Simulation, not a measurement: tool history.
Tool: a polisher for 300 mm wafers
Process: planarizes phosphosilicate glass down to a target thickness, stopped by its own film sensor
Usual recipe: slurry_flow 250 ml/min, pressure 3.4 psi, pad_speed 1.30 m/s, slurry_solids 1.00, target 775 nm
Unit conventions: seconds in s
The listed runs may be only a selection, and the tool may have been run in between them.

| run | day | slurry_flow | pressure | pad_speed | slurry_solids | target | wafers since the last listed run | wafers polished on this pad | hours since the slurry nozzle was cleaned | hours since the head pressure was calibrated | hours since the slurry blender was calibrated | hours since the conditioning disc was replaced | incoming thickness of the incoming film, nm | seconds |
|---|---|---|---|---|---|---|---|---|---|---|---|---|---|---|
| 1 | 0.000 | 250 | 3.4 | 1.30 | 1.00 | 775 | 0 | 2405 | 67.6 | 156.0 | 419.5 | 7.8 | 1629.7 | 75.8 |
| 2 | 1.025 | 180 | 2.2 | 1.30 | 1.00 | 775 | 232 | 2638 | 92.2 | 180.6 | 444.1 | 32.4 | 1661.5 | 127.1 |
| 3 | 3.217 | 250 | 3.4 | 1.30 | 1.15 | 775 | 497 | 3135 | 144.8 | 233.2 | 496.7 | 85.0 | 1671.9 | 76.6 |
|  | 3.371 | slurry blender recalibrated |
|  | 5.562 | worn pad replaced by a new one |
| 4 | 5.746 | 250 | 3.4 | 1.30 | 1.00 | 775 | 517 | 41 | 205.5 | 293.9 | 57.0 | 145.7 | 1632.8 | 71.3 |
| 5 | 7.654 | 250 | 4.0 | 1.62 | 1.00 | 775 | 433 | 475 | 251.3 | 339.7 | 102.8 | 191.5 | 1649.7 | 53.6 |
| 6 | 9.733 | 340 | 3.7 | 1.30 | 1.10 | 921 | 472 | 947 | 301.2 | 389.6 | 152.7 | 241.4 | 1631.5 | 51.4 |
| 7 | 10.950 | 250 | 2.6 | 1.30 | 1.00 | 599 | 276 | 1223 | 330.4 | 418.8 | 181.9 | 270.6 | 1659.9 | 119.0 |
| 8 | 12.558 | 250 | 2.4 | 1.30 | 1.00 | 775 | 365 | 1589 | 369.0 | 457.4 | 220.5 | 309.2 | 1634.8 | 104.4 |
| 9 | 13.858 | 250 | 2.4 | 1.30 | 1.00 | 775 | 295 | 1884 | 400.2 | 488.6 | 251.7 | 340.4 | 1677.3 | 111.5 |
| 10 | 15.667 | 250 | 3.4 | 1.70 | 1.25 | 775 | 410 | 2295 | 443.6 | 532.0 | 295.1 | 383.8 | 1616.4 | 54.9 |
| 11 | 17.442 | 300 | 4.1 | 1.72 | 0.75 | 775 | 403 | 2698 | 486.2 | 574.6 | 337.7 | 426.4 | 1666.4 | 61.8 |
|  | 19.058 | head pressure recalibrated |
| 12 | 19.079 | 290 | 2.9 | 1.58 | 0.70 | 775 | 353 | 3051 | 525.5 | 0.5 | 377.0 | 465.7 | 1671.2 | 96.9 |
| 13 | 20.162 | 185 | 3.4 | 1.30 | 0.90 | 775 | 246 | 3297 | 551.5 | 26.5 | 403.0 | 491.7 | 1639.0 | 87.4 |
|  | 21.217 | slurry nozzle cleaned |
|  | 21.671 | slurry blender recalibrated |
| 14 | 23.088 | 200 | 3.4 | 0.98 | 0.80 | 775 | 636 | 3933 | 44.9 | 96.7 | 34.0 | 561.9 | 1618.0 | 110.7 |
|  | 24.658 | worn pad replaced by a new one |
|  | 25.471 | conditioning disc replaced and pad reconditioned |
| 15 | 25.979 | 195 | 3.4 | 1.30 | 1.30 | 775 | 600 | 281 | 114.3 | 166.1 | 103.4 | 12.2 | 1625.2 | 66.0 |
| 16 | 28.925 | 310 | 3.0 | 1.30 | 1.00 | 899 | 669 | 950 | 185.0 | 236.8 | 174.1 | 82.9 | 1637.3 | 68.9 |
| 17 | 31.029 | 320 | 2.5 | 1.18 | 1.00 | 651 | 478 | 1428 | 235.5 | 287.3 | 224.6 | 133.4 | 1667.8 | 124.2 |
| 18 | 33.800 | 250 | 3.4 | 1.68 | 0.80 | 1034 | 629 | 2057 | 302.0 | 353.8 | 291.1 | 199.9 | 1640.5 | 48.6 |
| 19 | 36.679 | 330 | 3.4 | 1.30 | 0.75 | 775 | 654 | 2711 | 371.1 | 422.9 | 360.2 | 269.0 | 1671.9 | 90.5 |
|  | 38.388 | slurry blender recalibrated |
| 20 | 39.292 | 250 | 3.4 | 1.30 | 1.00 | 775 | 574 | 3286 | 433.8 | 485.6 | 21.7 | 331.7 | 1662.9 | 78.5 |
|  | 39.738 | slurry nozzle cleaned |
| 21 | 40.312 | 250 | 3.4 | 1.30 | 1.00 | 775 | 222 | 3508 | 13.8 | 510.1 | 46.2 | 356.2 | 1637.9 | 77.4 |
|  | 40.742 | worn pad replaced by a new one |
| 22 | 42.329 | 250 | 3.4 | 1.30 | 1.00 | 775 | 420 | 360 | 62.2 | 558.5 | 94.6 | 404.6 | 1646.7 | 72.5 |
| 23 | 45.262 | 250 | 3.4 | 1.30 | 1.00 | 900 | 666 | 1026 | 132.6 | 628.9 | 165.0 | 475.0 | 1643.0 | 62.9 |
|  | 47.062 | head pressure recalibrated |
| 24 | 47.671 | 300 | 3.4 | 1.30 | 1.00 | 775 | 528 | 1554 | 190.4 | 14.6 | 222.8 | 532.8 | 1637.9 | 72.4 |

Difference, measured minus no-hidden-state, one row per run. Run-to-run variation is common to both terms; the gauge's own scatter need not be:
What the log doesn't record here: removal rate lost through wear of the pad, %; slurry flow missing at the pad, %; deviation of the head's pressure from its setpoint, %; abrasive missing from the slurry, %; time polished since the conditioner stopped cutting, s.
| run | seconds |
|---|---|
| 1 | +5.0 |
| 2 | +9.0 |
| 3 | +6.3 |
| 4 | +1.1 |
| 5 | +1.3 |
| 6 | +1.8 |
| 7 | +5.0 |
| 8 | +5.2 |
| 9 | +6.2 |
| 10 | +3.6 |
| 11 | +4.5 |
| 12 | +8.0 |
| 13 | +7.7 |
| 14 | +11.3 |
| 15 | +0.6 |
| 16 | +1.6 |
| 17 | +4.2 |
| 18 | +2.3 |
| 19 | +5.6 |
| 20 | +5.9 |
| 21 | +6.1 |
| 22 | +1.5 |
| 23 | +2.2 |
| 24 | +3.4 |
